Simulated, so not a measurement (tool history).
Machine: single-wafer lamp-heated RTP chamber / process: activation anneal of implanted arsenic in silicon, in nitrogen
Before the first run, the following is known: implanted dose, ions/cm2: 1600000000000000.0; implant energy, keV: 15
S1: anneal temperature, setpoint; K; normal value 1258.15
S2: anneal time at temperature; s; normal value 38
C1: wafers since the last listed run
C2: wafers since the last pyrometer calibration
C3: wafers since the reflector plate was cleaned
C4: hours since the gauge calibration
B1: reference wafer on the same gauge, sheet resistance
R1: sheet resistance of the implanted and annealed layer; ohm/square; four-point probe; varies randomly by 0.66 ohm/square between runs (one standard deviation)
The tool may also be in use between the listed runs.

run     day       S1  S2    C1    C2    C3     C4      B1      R1
  1       0  1258.15  38     0  4745  2549    610  135.86  108.98
  2   0.862  1258.15  43   337  5083  2886  630.7  136.03  105.29
  3    3.45  1258.15  55  1012  6095  3898  692.8  135.88  100.04
  4   4.742  1258.15  55   505  6600  4404  723.8  135.86   99.93
      5.175  -- reflector plate cleaned
  5   5.588  1258.15  55   200  6801   160  744.1  136.11  100.16
  6   6.925  1258.15  46   523  7324   684  776.2  135.96  103.67
  7   7.679  1258.15  46   295  7619   979  794.3     136  104.18
      8.312  -- pyrometer window cleaned and pyrometer calibrated
      8.621  -- gauge calibrated
  8   9.017  1258.15  46   392   275  1372    9.5   136.1   110.4
  9  10.508  1251.15  38   583   859  1955   45.3  135.86  117.64
 10  12.004  1251.15  38   585  1444  2540   81.2  135.78  116.84
 11   13.35  1258.15  38   526  1970  3067  113.5  135.94  112.24
 12  14.062  1258.15  38   278  2249  3345  130.6  136.18  111.97
     16.317  -- reflector plate cleaned
 13  16.912  1258.15  38   984  3234   233    199  135.92  110.57
 14  18.004  1258.15  38   427  3661   660  225.2  135.77  109.88
 15  19.154  1258.15  38   449  4111  1110  252.8   135.9  110.57
 16  22.346  1288.15  23  1248  5359  2359  329.4  135.89   101.8
 17  22.921  1233.15  38   224  5584  2584  343.2  135.93  127.68
 18  23.529  1258.15  38   237  5822  2822  357.8     136  109.68
 19  24.933  1284.15  38   549  6372  3371  391.5     136   93.63
 20  26.121  1258.15  38   464  6836  3835    420   135.9  108.85
 21   27.05  1239.15  25   363  7200  4199  442.3  136.19  130.98
     27.925  -- pyrometer window cleaned and pyrometer calibrated
     28.296  -- reflector plate cleaned
 22  28.367  1258.15  58   254    42    28  473.9  136.07  106.03
 23  29.283  1258.15  38   358   400   386  495.9  136.18  115.04
 24  30.183  1258.15  18   352   752   738  517.5  136.03  129.82
 25  30.746  1258.15  56   220   973   958    531  135.88  105.03
 26  32.142  1276.15  29   546  1519  1505  564.5  136.07  107.33
 27  33.542  1271.15  21   547  2066  2052  598.1     136  114.71
 28  34.383  1244.15  38   329  2396  2382  618.3  136.11  121.37
 29  35.042  1245.15  48   257  2653  2639  634.1   135.7  113.27
 30  35.662  1269.15  20   242  2896  2882    649  135.91  116.21
 31  36.958  1273.15  26   506  3403  3389  680.1  135.76  108.97
 32  38.271  1258.15  48   513  3916  3902  711.6  135.94  104.64
 33  38.888  1229.15  18   241  4158  4144  726.4  135.94   143.7
 34  39.971  1277.15  49   423  4581  4567  752.4  136.13   93.61
     40.462  -- reflector plate cleaned
 35  40.592  1266.15  38   112  4694    51  767.3  135.89  103.82
 36  41.429  1272.15  31   327  5022   378  787.4  135.93  104.95

Consider 5 possible next runs. They are alternatives, not a sequence: every one starts from the tool as it was left by run 36. What does each give?
  A  41.446  1258.15  38   6  5028  385  787.8   ?   ?
  B  41.446  1247.15  48   6  5028  385  787.8   ?   ?
  C  41.446  1231.15  38   6  5028  385  787.8   ?   ?
  D  41.446  1282.15  50   6  5028  385  787.8   ?   ?
  E  41.446  1266.15  55   6  5028  385  787.8   ?   ?

run      B1      R1
  A  136.11   109.5
  B  136.11   111.6
  C  136.11  128.18
  D  136.11    91.2
  E  136.11   97.28
Without the tool's hidden state the same runs would have given:
run      R1
  A  117.42
  B  120.05
  C  137.03
  D   96.98
  E  104.07

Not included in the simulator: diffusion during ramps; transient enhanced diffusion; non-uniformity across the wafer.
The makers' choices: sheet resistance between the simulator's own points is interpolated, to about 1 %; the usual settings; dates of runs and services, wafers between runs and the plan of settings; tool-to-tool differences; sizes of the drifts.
